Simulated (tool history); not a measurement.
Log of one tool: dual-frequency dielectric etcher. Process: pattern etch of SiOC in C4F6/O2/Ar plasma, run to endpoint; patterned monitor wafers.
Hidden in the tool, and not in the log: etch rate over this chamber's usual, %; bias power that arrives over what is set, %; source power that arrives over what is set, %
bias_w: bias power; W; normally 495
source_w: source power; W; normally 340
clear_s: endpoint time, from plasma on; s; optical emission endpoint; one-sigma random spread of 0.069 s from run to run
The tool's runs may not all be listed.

run,hour,bias_w,source_w,wafers since the last listed run,hours since the last wet clean,hours since the last bias power generator calibration,hours since the last source power generator calibration,hours since the last upper electrode change,"incoming incoming film thickness, nm",clear_s
1,0.0,495,340,0,334.7,3519.8,3188.9,2154.5,43.01,15.3
2,13.4,495,340,157,348.1,3533.2,3202.3,2167.9,43.48,15.6
3,24.4,528,380,129,359.1,3544.2,3213.3,2178.9,42.90,14.3
# hour 56.4: source power generator calibrated
# hour 63.7: wet clean of the chamber
# hour 67.6: bias power generator calibrated
4,68.1,528,380,335,4.4,0.5,11.7,2222.6,43.16,14.4
5,68.4,410,340,3,4.7,0.8,12.0,2222.9,43.24,16.4
6,70.3,410,340,22,6.6,2.7,13.9,2224.8,43.03,16.0
7,78.3,410,340,94,14.6,10.7,21.9,2232.8,43.36,16.3
8,91.2,617,320,151,27.5,23.6,34.8,2245.7,43.09,14.9
9,97.3,574,300,71,33.6,29.7,40.9,2251.8,43.21,15.6
10,113.6,600,280,191,49.9,46.0,57.2,2268.1,43.31,16.1
# hour 143.6: upper electrode replaced
11,144.1,555,400,76,80.4,76.5,87.7,0.5,42.99,13.8
12,144.4,547,390,3,80.7,76.8,88.0,0.8,43.01,14.0
13,152.4,577,370,94,88.7,84.8,96.0,8.8,43.22,14.1
14,168.0,495,340,183,104.3,100.4,111.6,24.4,42.87,15.3
15,185.8,410,340,209,122.1,118.2,129.4,42.2,43.22,16.2

The tool's hidden state at each run:
etch rate over this chamber's usual, %: 0 across all the runs
bias power that arrives over what is set, %: 0 across all the runs
source power that arrives over what is set, %: 0 across all the runs

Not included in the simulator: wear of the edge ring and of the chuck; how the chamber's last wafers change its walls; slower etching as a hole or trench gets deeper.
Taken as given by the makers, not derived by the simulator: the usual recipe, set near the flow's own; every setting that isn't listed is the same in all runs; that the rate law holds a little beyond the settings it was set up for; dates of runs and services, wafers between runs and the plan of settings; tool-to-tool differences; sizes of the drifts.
